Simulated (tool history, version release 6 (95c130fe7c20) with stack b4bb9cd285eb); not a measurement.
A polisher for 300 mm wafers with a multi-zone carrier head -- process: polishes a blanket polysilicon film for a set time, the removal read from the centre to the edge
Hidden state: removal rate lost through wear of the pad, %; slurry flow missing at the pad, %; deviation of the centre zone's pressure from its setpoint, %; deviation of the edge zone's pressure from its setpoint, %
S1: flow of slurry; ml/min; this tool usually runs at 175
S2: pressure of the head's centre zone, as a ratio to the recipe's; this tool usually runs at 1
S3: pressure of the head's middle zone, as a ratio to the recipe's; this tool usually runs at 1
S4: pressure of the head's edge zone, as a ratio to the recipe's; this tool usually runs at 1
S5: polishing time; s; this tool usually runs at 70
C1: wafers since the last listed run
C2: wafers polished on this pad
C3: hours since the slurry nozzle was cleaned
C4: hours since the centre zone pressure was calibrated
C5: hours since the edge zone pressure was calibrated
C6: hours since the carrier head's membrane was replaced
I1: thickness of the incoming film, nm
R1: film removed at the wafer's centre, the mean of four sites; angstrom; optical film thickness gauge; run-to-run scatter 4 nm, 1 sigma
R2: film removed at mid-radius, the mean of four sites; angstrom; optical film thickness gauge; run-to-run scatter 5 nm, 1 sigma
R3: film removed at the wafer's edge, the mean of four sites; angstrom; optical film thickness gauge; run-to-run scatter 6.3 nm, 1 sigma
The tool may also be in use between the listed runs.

Run 1, hour 0: usual settings; C1 0; C2 4607; C3 98.9; C4 643.5; C5 326.2; C6 75.5; I1 2318. Result: R1 3925 angstrom, R2 4346 angstrom, R3 4178 angstrom.
Run 2, hour 79.6: usual settings but S2 0.97; C1 703; C2 5311; C3 178.5; C4 723.1; C5 405.8; C6 155.1; I1 2327.8. Result: R1 3697 angstrom, R2 4319 angstrom, R3 3997 angstrom.
At hour 101.9: worn pad replaced by a new one.
Run 3, hour 174.4: usual settings but S2 0.97; C1 802; C2 640; C3 273.3; C4 817.9; C5 500.6; C6 249.9; I1 2329.3. Result: R1 3940 angstrom, R2 4597 angstrom, R3 4529 angstrom.
At hour 185.4: centre zone pressure recalibrated.
Run 4, hour 227.1: usual settings but S4 1.05, S5 50 s; C1 448; C2 1088; C3 326; C4 41.7; C5 553.3; C6 302.6; I1 2340.7. Result: R1 3316 angstrom, R2 3321 angstrom, R3 3244 angstrom.
Run 5, hour 458.6: usual settings; C1 2046; C2 3135; C3 557.5; C4 273.2; C5 784.8; C6 534.1; I1 2278.4. Result: R1 4354 angstrom, R2 4488 angstrom, R3 4360 angstrom.
Run 6, hour 555.7: usual settings but S1 115 ml/min, S2 1.08, S4 0.94, S5 77 s; C1 858; C2 3993; C3 654.6; C4 370.3; C5 881.9; C6 631.2; I1 2353.1. Result: R1 4581 angstrom, R2 4475 angstrom, R3 4265 angstrom.
At hour 561.1: edge zone pressure recalibrated.
Run 7, hour 625.5: usual settings but S4 1.08, S5 54 s; C1 599; C2 4592; C3 724.4; C4 440.1; C5 64.4; C6 701; I1 2345.1. Result: R1 3224 angstrom, R2 3389 angstrom, R3 3345 angstrom.
At hour 652.4: slurry nozzle cleaned.
At hour 710.7: worn pad replaced by a new one.
Run 8, hour 711.2: usual settings but S2 1.08, S3 1.08; C1 713; C2 4; C3 58.8; C4 525.8; C5 150.1; C6 786.7; I1 2360.4. Result: R1 4783 angstrom, R2 4915 angstrom, R3 4436 angstrom.
Run 9, hour 751.8: usual settings but S3 0.97, S5 94 s; C1 358; C2 363; C3 99.4; C4 566.4; C5 190.7; C6 827.3; I1 2323.1. Result: R1 5793 angstrom, R2 6087 angstrom, R3 5851 angstrom.
Run 10, hour 795.5: usual settings but S1 120 ml/min, S3 1.03; C1 386; C2 749; C3 143.1; C4 610.1; C5 234.4; C6 871; I1 2294.6. Result: R1 4000 angstrom, R2 4346 angstrom, R3 4350 angstrom.
At hour 885: carrier head's membrane replaced by a new one.
Run 11, hour 885.5: usual settings; C1 751; C2 1501; C3 233.1; C4 700.1; C5 324.4; C6 0.5; I1 2339.3. Result: R1 4273 angstrom, R2 4665 angstrom, R3 4470 angstrom.
At hour 979.3: centre zone pressure recalibrated.
Run 12, hour 985.2: usual settings but S1 150 ml/min, S5 91 s; C1 863; C2 2364; C3 332.8; C4 5.9; C5 424.1; C6 100.2; I1 2320. Result: R1 5544 angstrom, R2 5825 angstrom, R3 5639 angstrom.
Run 13, hour 1052.8: usual settings but S1 135 ml/min; C1 597; C2 2962; C3 400.4; C4 73.5; C5 491.7; C6 167.8; I1 2357.8. Result: R1 4188 angstrom, R2 4335 angstrom, R3 4178 angstrom.
Run 14, hour 1119.3: usual settings but S5 50 s; C1 587; C2 3550; C3 466.9; C4 140; C5 558.2; C6 234.3; I1 2333.5. Result: R1 3019 angstrom, R2 3264 angstrom, R3 3071 angstrom.
Run 15, hour 1190.6: usual settings but S3 0.95, S4 1.04, S5 55 s; C1 630; C2 4180; C3 538.2; C4 211.3; C5 629.5; C6 305.6; I1 2338.6. Result: R1 3317 angstrom, R2 3352 angstrom, R3 3398 angstrom.
Run 16, hour 1231.3: usual settings but S1 145 ml/min, S3 1.04, S5 86 s; C1 359; C2 4540; C3 578.9; C4 252; C5 670.2; C6 346.3; I1 2338.1. Result: R1 4886 angstrom, R2 5350 angstrom, R3 5008 angstrom.
Run 17, hour 1284: usual settings but S1 140 ml/min, S2 1.05, S3 1.07, S5 79 s; C1 465; C2 5006; C3 631.6; C4 304.7; C5 722.9; C6 399; I1 2359. Result: R1 4634 angstrom, R2 4962 angstrom, R3 4455 angstrom.
At hour 1331.9: worn pad replaced by a new one.
At hour 1445.5: edge zone pressure recalibrated.
At hour 1477: slurry nozzle cleaned.
Run 18, hour 1596.6: usual settings but S2 1.04; C1 2701; C2 2313; C3 119.6; C4 617.3; C5 151.1; C6 711.6; I1 2366.4. Result: R1 4319 angstrom, R2 4611 angstrom, R3 4459 angstrom.
At hour 1669.9: centre zone pressure recalibrated.
Run 19, hour 1672.3: usual settings but S1 210 ml/min, S2 1.07, S5 53 s; C1 651; C2 2964; C3 195.3; C4 2.4; C5 226.8; C6 787.3; I1 2353.1. Result: R1 3672 angstrom, R2 3542 angstrom, R3 3363 angstrom.
Run 20, hour 1708.6: usual settings but S1 120 ml/min, S2 0.91, S3 0.95, S4 1.09; C1 320; C2 3285; C3 231.6; C4 38.7; C5 263.1; C6 823.6; I1 2308.9. Result: R1 3669 angstrom, R2 4035 angstrom, R3 4212 angstrom.
Run 21, hour 1794.6: usual settings but S1 205 ml/min, S2 1.07, S5 93 s; C1 760; C2 4045; C3 317.6; C4 124.7; C5 349.1; C6 909.6; I1 2343.8. Result: R1 6120 angstrom, R2 5989 angstrom, R3 5826 angstrom.
At hour 1842.1: carrier head's membrane replaced by a new one.
Run 22, hour 1864.9: usual settings; C1 577; C2 4622; C3 387.9; C4 195; C5 419.4; C6 22.8; I1 2280.2. Result: R1 4105 angstrom, R2 4285 angstrom, R3 4105 angstrom.

4 ways to go on from here, each from the tool as it stands after run 22. What would each give?
Run A, hour 1865.3: usual settings; C1 3; C2 4626; C3 388.3; C4 195.4; C5 419.8; C6 23.2; I1 2349.3. Result: R1 ?, R2 ?, R3 ?.
Run B, hour 1865.3: usual settings but S4 0.97; C1 3; C2 4626; C3 388.3; C4 195.4; C5 419.8; C6 23.2; I1 2349.3. Result: R1 ?, R2 ?, R3 ?.
Run C, hour 1865.3: usual settings but S4 1.03, S5 89 s; C1 3; C2 4626; C3 388.3; C4 195.4; C5 419.8; C6 23.2; I1 2349.3. Result: R1 ?, R2 ?, R3 ?.
Run D, hour 1865.3: usual settings but S3 1.05, S4 1.12; C1 3; C2 4626; C3 388.3; C4 195.4; C5 419.8; C6 23.2; I1 2349.3. Result: R1 ?, R2 ?, R3 ?.

run    R1    R2    R3
  A  4151  4362  4179
  B  4151  4362  4133
  C  5278  5545  5371
  D  4153  4545  4359
Had the tool no hidden state, the same runs would have come out as:
run    R1    R2    R3
  A  4625  4699  4503
  B  4625  4699  4453
  C  5881  5974  5788
  D  4627  4897  4697

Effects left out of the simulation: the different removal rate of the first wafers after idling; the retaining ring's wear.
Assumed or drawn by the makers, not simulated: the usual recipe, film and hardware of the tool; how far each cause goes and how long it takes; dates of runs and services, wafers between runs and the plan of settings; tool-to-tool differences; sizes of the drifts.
